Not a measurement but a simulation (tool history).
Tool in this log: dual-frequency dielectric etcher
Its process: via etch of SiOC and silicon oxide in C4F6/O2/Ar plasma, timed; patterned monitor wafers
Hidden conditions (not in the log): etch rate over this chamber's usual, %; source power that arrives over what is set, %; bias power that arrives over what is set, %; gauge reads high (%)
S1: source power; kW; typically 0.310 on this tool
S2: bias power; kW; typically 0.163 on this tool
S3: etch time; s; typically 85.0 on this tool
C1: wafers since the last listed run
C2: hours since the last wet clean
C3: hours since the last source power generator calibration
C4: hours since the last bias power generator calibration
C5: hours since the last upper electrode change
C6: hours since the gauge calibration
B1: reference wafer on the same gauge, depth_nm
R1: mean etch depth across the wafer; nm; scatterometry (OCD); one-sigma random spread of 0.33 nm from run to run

run,hour,S1,S2,S3,C1,C2,C3,C4,C5,C6,B1,R1
1,0.0,0.310,0.171,85.0,0,27.1,691.1,2920.5,2450.7,2265.5,102.5,89.6
2,45.9,0.310,0.163,85.0,315,73.0,737.0,2966.4,2496.6,2311.4,102.4,87.5
3,86.1,0.310,0.163,85.0,276,113.2,777.2,3006.6,2536.8,2351.6,102.4,88.0
4,128.7,0.310,0.163,85.0,293,155.8,819.8,3049.2,2579.4,2394.2,102.4,88.1
5,171.8,0.310,0.163,85.0,296,198.9,862.9,3092.3,2622.5,2437.3,102.4,87.8
# hour 172.2: gauge calibrated
6,238.5,0.310,0.163,85.0,459,265.6,929.6,3159.0,2689.2,66.3,102.3,88.2
7,302.8,0.310,0.163,85.0,442,329.9,993.9,3223.3,2753.5,130.6,102.4,87.8
8,347.3,0.270,0.163,85.0,306,374.4,1038.4,3267.8,2798.0,175.1,102.4,83.1
9,382.8,0.270,0.163,85.0,244,409.9,1073.9,3303.3,2833.5,210.6,102.3,83.0
# hour 408.3: wet clean of the chamber
# hour 455.6: upper electrode replaced
10,456.1,0.270,0.163,85.0,174,47.8,1147.2,3376.6,0.5,283.9,102.5,83.2
11,468.1,0.310,0.163,85.0,82,59.8,1159.2,3388.6,12.5,295.9,102.4,88.4
12,504.5,0.310,0.163,85.0,250,96.2,1195.6,3425.0,48.9,332.3,102.4,88.4
13,619.8,0.360,0.201,85.0,793,211.5,1310.9,3540.3,164.2,447.6,102.4,101.4
14,658.8,0.350,0.203,85.0,268,250.5,1349.9,3579.3,203.2,486.6,102.4,101.3
15,714.4,0.310,0.163,85.0,382,306.1,1405.5,3634.9,258.8,542.2,102.3,88.7
16,777.1,0.350,0.191,100.5,431,368.8,1468.2,3697.6,321.5,604.9,102.5,116.6
# hour 825.7: wet clean of the chamber
17,826.2,0.270,0.163,93.0,172,0.5,1517.3,3746.7,370.6,654.0,102.5,91.6
18,848.6,0.310,0.163,64.5,154,22.9,1539.7,3769.1,393.0,676.4,102.4,67.1
19,920.3,0.310,0.163,85.0,493,94.6,1611.4,3840.8,464.7,748.1,102.4,88.5
20,953.8,0.380,0.163,68.5,230,128.1,1644.9,3874.3,498.2,781.6,102.4,78.4
21,998.1,0.270,0.192,85.0,304,172.4,1689.2,3918.6,542.5,825.9,102.4,88.2
# hour 1031.2: source power generator calibrated
22,1062.4,0.350,0.192,85.0,414,236.7,31.2,3982.9,606.8,890.2,102.5,96.6
# hour 1090.7: bias power generator calibrated
23,1105.4,0.310,0.144,103.5,268,279.7,74.2,14.7,649.8,933.2,102.4,100.4
24,1176.9,0.390,0.163,63.0,492,351.2,145.7,86.2,721.3,1004.7,102.4,70.2
25,1211.7,0.310,0.163,85.0,239,386.0,180.5,121.0,756.1,1039.5,102.4,86.6
26,1261.9,0.310,0.163,85.0,345,436.2,230.7,171.2,806.3,1089.7,102.4,86.7
# hour 1295.6: wet clean of the chamber
27,1326.6,0.260,0.128,65.5,280,31.0,295.4,235.9,871.0,1154.4,102.4,56.8
28,1367.5,0.310,0.163,85.0,281,71.9,336.3,276.8,911.9,1195.3,102.5,86.1
29,1436.4,0.250,0.199,71.5,474,140.8,405.2,345.7,980.8,1264.2,102.4,71.6
30,1463.7,0.250,0.145,68.0,187,168.1,432.5,373.0,1008.1,1291.5,102.5,60.7
31,1521.2,0.270,0.193,64.0,395,225.6,490.0,430.5,1065.6,1349.0,102.3,65.3

Hidden state at the last listed run before each entry between runs and at the first one after, where it differs:
Run 5 -> run 6: gauge calibrated (hour 172.2)
  source power that arrives over what is set, %: 3.49 -> 3.68
  measured value less the no-hidden-state value, R1: +1.3 -> +1.4 nm
Run 9 -> run 10: wet clean of the chamber (hour 408.3); upper electrode replaced (hour 455.6)
  source power that arrives over what is set, %: 4.08 -> 4.28
  measured value less the no-hidden-state value, R1: +1.4 -> +1.6 nm
Run 16 -> run 17: wet clean of the chamber (hour 825.7)
  source power that arrives over what is set, %: 5.18 -> 5.32
  measured value less the no-hidden-state value, R1: +2.6 -> +2.1 nm
Run 21 -> run 22: source power generator calibrated (hour 1031.2)
  source power that arrives over what is set, %: 5.79 -> -0.387
  measured value less the no-hidden-state value, R1: +2.1 -> -0.1 nm
Run 22 -> run 23: bias power generator calibrated (hour 1090.7)
  source power that arrives over what is set, %: -0.387 -> -0.267
  measured value less the no-hidden-state value, R1: -0.1 -> -0.1 nm
Run 26 -> run 27: wet clean of the chamber (hour 1295.6)
  source power that arrives over what is set, %: 0.169 -> 0.349
  measured value less the no-hidden-state value, R1: +0.1 -> +0.1 nm
